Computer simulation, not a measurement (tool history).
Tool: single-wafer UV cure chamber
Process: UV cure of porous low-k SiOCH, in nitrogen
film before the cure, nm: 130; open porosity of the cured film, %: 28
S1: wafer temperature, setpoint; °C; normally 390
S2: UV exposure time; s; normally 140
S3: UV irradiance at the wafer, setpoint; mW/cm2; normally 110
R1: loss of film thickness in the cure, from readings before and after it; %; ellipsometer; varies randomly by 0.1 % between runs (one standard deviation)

run	hour	S1	S2	S3	R1
1	0	399	140	110	10.523
2	13.9	399	140	110	10.359
3	30.4	381	140	110	10.118
4	47.6	381	140	110	10.164
5	63.8	381	140	110	10.027
6	72.3	390	140	110	10.176
7	84.8	390	140	110	10.248
8	102.1	390	140	110	10.111
9	109.5	390	85	90	6.897
10	122.2	377	140	110	10.133
11	135.6	377	140	110	9.87
# hour 153: UV bulbs replaced
12	153.5	377	140	110	12.652
13	166.7	390	140	144	14.355
14	182.7	401	185	110	14.628
15	188.8	390	115	110	12.129
16	196.6	406	210	99	15.056
17	250.1	405	205	143	16.647
18	265.1	407	180	110	14.527
# hour 275: quartz window cleaned
19	279.1	398	140	88	11.852
20	286.9	375	140	110	12.612
21	293.5	379	140	127	13.327
22	306.1	402	140	148	14.684
23	321.2	381	140	110	12.793
24	338	381	140	110	12.562
25	352.4	390	140	128	13.497

Alternative continuations, all from the tool just after run 25; predict every row:
A	352.9	390	140	110	?
B	352.9	370	140	110	?
C	352.9	390	175	110	?
D	352.9	377	220	110	?

run	R1
A	12.895
B	12.472
C	14.067
D	15.012
With the hidden condition removed and each run's random variation left untouched, the same runs would have given:
run	R1
A	13.086
B	12.662
C	14.263
D	15.211
